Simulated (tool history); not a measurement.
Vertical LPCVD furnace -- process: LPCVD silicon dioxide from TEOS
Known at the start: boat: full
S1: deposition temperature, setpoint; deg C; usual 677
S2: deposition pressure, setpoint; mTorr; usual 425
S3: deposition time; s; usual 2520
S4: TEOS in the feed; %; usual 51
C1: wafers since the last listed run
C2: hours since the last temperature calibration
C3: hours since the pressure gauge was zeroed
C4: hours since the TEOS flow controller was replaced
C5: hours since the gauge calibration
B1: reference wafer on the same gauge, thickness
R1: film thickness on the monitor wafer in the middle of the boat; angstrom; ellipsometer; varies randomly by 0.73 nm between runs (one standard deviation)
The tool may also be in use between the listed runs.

run	hour	S1	S2	S3	S4	C1	C2	C3	C4	C5	B1	R1
1	0	677	425	2520	51	0	3771	2134.8	1287	631.2	176.08	1826.5
2	59.7	677	425	2520	51	860	3830.7	2194.5	1346.7	690.9	175.87	1829.8
3	125	677	425	3150	51	941	3896	2259.8	1412	756.2	176.14	2275.5
4	176.2	677	425	3150	51	738	3947.2	2311	1463.2	807.4	175.95	2279.2
5	205.3	677	425	2520	51	419	3976.3	2340.1	1492.3	836.5	176.02	1817.6
6	241.2	684	425	1890	51	517	4012.2	2376	1528.2	872.4	175.9	1626.5
7	304.2	684	425	1890	51	908	4075.2	2439	1591.2	935.4	176.08	1622.6
8	361.7	684	425	1890	51	829	4132.7	2496.5	1648.7	992.9	175.87	1610.4
9	385.9	677	425	2520	51	348	4156.9	2520.7	1672.9	1017.1	176.14	1832.4
10	412.9	677	425	2520	51	389	4183.9	2547.7	1699.9	1044.1	175.77	1819.7
# hour 458.8: TEOS flow controller replaced
11	460.8	677	425	2520	51	344	4231.8	2595.6	2	1092	175.9	1838.4
12	530.1	677	425	2520	51	999	4301.1	2664.9	71.3	1161.3	176.27	1817.1
13	559.9	687	520	1950	54	429	4330.9	2694.7	101.1	1191.1	176.04	2048.3
14	627.2	671	360	2520	51	970	4398.2	2762	168.4	1258.4	175.95	1447.2
# hour 775.8: gauge calibrated
# hour 782.3: pressure gauge zeroed
# hour 798.3: thermocouples replaced and temperature profile calibrated
15	813.2	677	425	2130	51	2106	14.9	30.9	354.4	37.4	176.06	1549.1
16	864.1	677	425	2520	51	734	65.8	81.8	405.3	88.3	175.98	1825.4
17	932.5	668	380	3030	51	986	134.2	150.2	473.7	156.7	176.06	1657.8
18	1002.6	677	425	2520	51	1010	204.3	220.3	543.8	226.8	176.22	1824.1
19	1052.1	684	500	1650	47	713	253.8	269.8	593.3	276.3	176.05	1474.3
20	1090.8	684	480	2520	51	558	292.5	308.5	632	315	176.06	2310.4
21	1162.1	677	345	2520	51	1028	363.8	379.8	703.3	386.3	175.89	1638.4
22	1213.3	677	425	2520	51	738	415	431	754.5	437.5	175.83	1825.7
23	1247.3	677	425	1980	54	490	449	465	788.5	471.5	175.89	1472.3
24	1279.9	677	325	3390	51	470	481.6	497.6	821.1	504.1	175.82	2165.1

Consider 4 possible next runs. They are alternatives, not a sequence: every one starts from the tool as it was left by run 24. What does each give?
A	1284.2	677	425	2520	61	62	485.9	501.9	825.4	508.4	?	?
B	1284.2	677	425	2520	46	62	485.9	501.9	825.4	508.4	?	?
C	1284.2	677	485	3300	51	62	485.9	501.9	825.4	508.4	?	?
D	1284.2	677	465	1860	55	62	485.9	501.9	825.4	508.4	?	?

run	B1	R1
A	175.89	1990.6
B	175.89	1728.7
C	175.89	2546.3
D	175.89	1459.3
Without the tool's hidden state the same runs would have given:
run	R1
A	1990.6
B	1728.7
C	2546.3
D	1459.3

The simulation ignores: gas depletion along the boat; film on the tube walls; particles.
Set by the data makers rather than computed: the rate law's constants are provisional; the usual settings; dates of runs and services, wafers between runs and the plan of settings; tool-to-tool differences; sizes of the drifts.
